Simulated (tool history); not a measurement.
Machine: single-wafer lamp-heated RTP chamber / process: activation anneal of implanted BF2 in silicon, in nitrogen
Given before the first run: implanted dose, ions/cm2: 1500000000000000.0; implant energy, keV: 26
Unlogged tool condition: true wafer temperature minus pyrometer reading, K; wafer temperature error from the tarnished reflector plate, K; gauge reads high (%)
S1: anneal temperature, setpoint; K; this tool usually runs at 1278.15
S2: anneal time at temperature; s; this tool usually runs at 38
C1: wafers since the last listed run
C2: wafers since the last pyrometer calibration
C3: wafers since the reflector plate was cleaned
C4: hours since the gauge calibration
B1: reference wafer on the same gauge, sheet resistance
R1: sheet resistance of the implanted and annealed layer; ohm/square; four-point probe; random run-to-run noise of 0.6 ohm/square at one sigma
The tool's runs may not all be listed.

run 1 day=0.000 | S1=1265.15 S2=38 | C1=0 C2=1243 C3=1587 C4=916.0 | B1=107.05 | R1=140.98
run 2 day=1.583 | S1=1265.15 S2=38 | C1=406 C2=1649 C3=1993 C4=954.0 | B1=106.97 | R1=140.31
run 3 day=3.112 | S1=1256.15 S2=38 | C1=392 C2=2042 C3=2386 C4=990.7 | B1=106.94 | R1=148.76
run 4 day=4.675 | S1=1256.15 S2=38 | C1=401 C2=2443 C3=2787 C4=1028.2 | B1=106.93 | R1=147.06
run 5 day=8.662 | S1=1256.15 S2=38 | C1=1023 C2=3467 C3=3811 C4=1123.9 | B1=106.99 | R1=145.93
run 6 day=10.479 | S1=1278.15 S2=38 | C1=466 C2=3933 C3=4277 C4=1167.5 | B1=106.89 | R1=123.59
run 7 day=12.383 | S1=1278.15 S2=38 | C1=488 C2=4422 C3=4766 C4=1213.2 | B1=107.09 | R1=121.36
-- day=13.362 pyrometer window cleaned and pyrometer calibrated
run 8 day=16.175 | S1=1264.15 S2=38 | C1=887 C2=721 C3=5654 C4=1304.2 | B1=106.97 | R1=141.27
run 9 day=19.846 | S1=1278.15 S2=38 | C1=942 C2=1664 C3=6596 C4=1392.3 | B1=106.98 | R1=125.24
run 10 day=23.583 | S1=1278.15 S2=38 | C1=959 C2=2623 C3=7556 C4=1482.0 | B1=107.00 | R1=123.36
run 11 day=26.133 | S1=1278.15 S2=38 | C1=654 C2=3278 C3=8210 C4=1543.2 | B1=106.91 | R1=121.96
run 12 day=29.154 | S1=1278.15 S2=38 | C1=775 C2=4053 C3=8986 C4=1615.7 | B1=107.00 | R1=122.17
-- day=30.008 gauge calibrated
-- day=30.092 pyrometer window cleaned and pyrometer calibrated
run 13 day=32.350 | S1=1278.15 S2=38 | C1=734 C2=579 C3=9721 C4=56.2 | B1=106.97 | R1=126.52
run 14 day=34.554 | S1=1278.15 S2=38 | C1=565 C2=1145 C3=10287 C4=109.1 | B1=106.95 | R1=124.96
run 15 day=36.146 | S1=1288.15 S2=38 | C1=408 C2=1553 C3=10695 C4=147.3 | B1=107.07 | R1=114.90
run 16 day=38.883 | S1=1292.15 S2=38 | C1=702 C2=2256 C3=11398 C4=213.0 | B1=106.94 | R1=111.61
run 17 day=41.825 | S1=1262.15 S2=32 | C1=755 C2=3011 C3=12153 C4=283.6 | B1=106.93 | R1=140.20
run 18 day=43.354 | S1=1286.15 S2=27 | C1=392 C2=3404 C3=12546 C4=320.3 | B1=107.06 | R1=121.24
-- day=45.688 pyrometer window cleaned and pyrometer calibrated
run 19 day=47.162 | S1=1267.15 S2=38 | C1=892 C2=378 C3=13438 C4=411.7 | B1=107.07 | R1=134.70
-- day=48.221 reflector plate cleaned
run 20 day=49.217 | S1=1262.15 S2=38 | C1=441 C2=820 C3=256 C4=461.0 | B1=106.96 | R1=145.23
run 21 day=52.892 | S1=1278.15 S2=38 | C1=943 C2=1763 C3=1199 C4=549.2 | B1=107.02 | R1=126.58
run 22 day=57.050 | S1=1278.15 S2=38 | C1=1067 C2=2831 C3=2267 C4=649.0 | B1=107.04 | R1=124.93
run 23 day=60.758 | S1=1304.15 S2=18 | C1=952 C2=3783 C3=3219 C4=738.0 | B1=107.14 | R1=118.51
-- day=63.417 pyrometer window cleaned and pyrometer calibrated
run 24 day=63.579 | S1=1260.15 S2=38 | C1=638 C2=41 C3=3857 C4=805.7 | B1=107.03 | R1=149.03
run 25 day=65.808 | S1=1278.15 S2=38 | C1=572 C2=614 C3=4430 C4=859.2 | B1=107.05 | R1=128.16
run 26 day=67.783 | S1=1296.15 S2=24 | C1=507 C2=1121 C3=4937 C4=906.6 | B1=106.95 | R1=121.78
run 27 day=69.788 | S1=1278.15 S2=38 | C1=514 C2=1635 C3=5451 C4=954.7 | B1=107.04 | R1=126.50
run 28 day=71.962 | S1=1278.15 S2=38 | C1=558 C2=2193 C3=6009 C4=1006.9 | B1=107.18 | R1=124.92
run 29 day=74.954 | S1=1292.15 S2=48 | C1=768 C2=2961 C3=6777 C4=1078.7 | B1=106.92 | R1=109.18
run 30 day=77.012 | S1=1278.15 S2=20 | C1=528 C2=3490 C3=7306 C4=1128.1 | B1=106.99 | R1=136.16
-- day=78.375 pyrometer window cleaned and pyrometer calibrated
run 31 day=78.708 | S1=1286.15 S2=38 | C1=349 C2=85 C3=7656 C4=1168.8 | B1=107.06 | R1=122.11
run 32 day=82.154 | S1=1288.15 S2=44 | C1=884 C2=970 C3=8540 C4=1251.5 | B1=106.93 | R1=116.03
run 33 day=84.733 | S1=1278.15 S2=38 | C1=662 C2=1632 C3=9202 C4=1313.4 | B1=106.96 | R1=125.55

3 options for the next run, each taken on its own from the tool as it stands now. Forecast them:
run A day=84.750 | S1=1278.15 S2=38 | C1=4 C2=1636 C3=9207 C4=1313.8 | B1=? | R1=?
run B day=84.750 | S1=1303.15 S2=27 | C1=4 C2=1636 C3=9207 C4=1313.8 | B1=? | R1=?
run C day=84.750 | S1=1303.15 S2=59 | C1=4 C2=1636 C3=9207 C4=1313.8 | B1=? | R1=?

run=A B1=106.93 R1=126.48
run=B B1=106.93 R1=113.73
run=C B1=106.93 R1=99.94
With no hidden state in the tool, these same runs would have given:
run=A R1=133.17
run=B R1=118.67
run=C R1=104.69
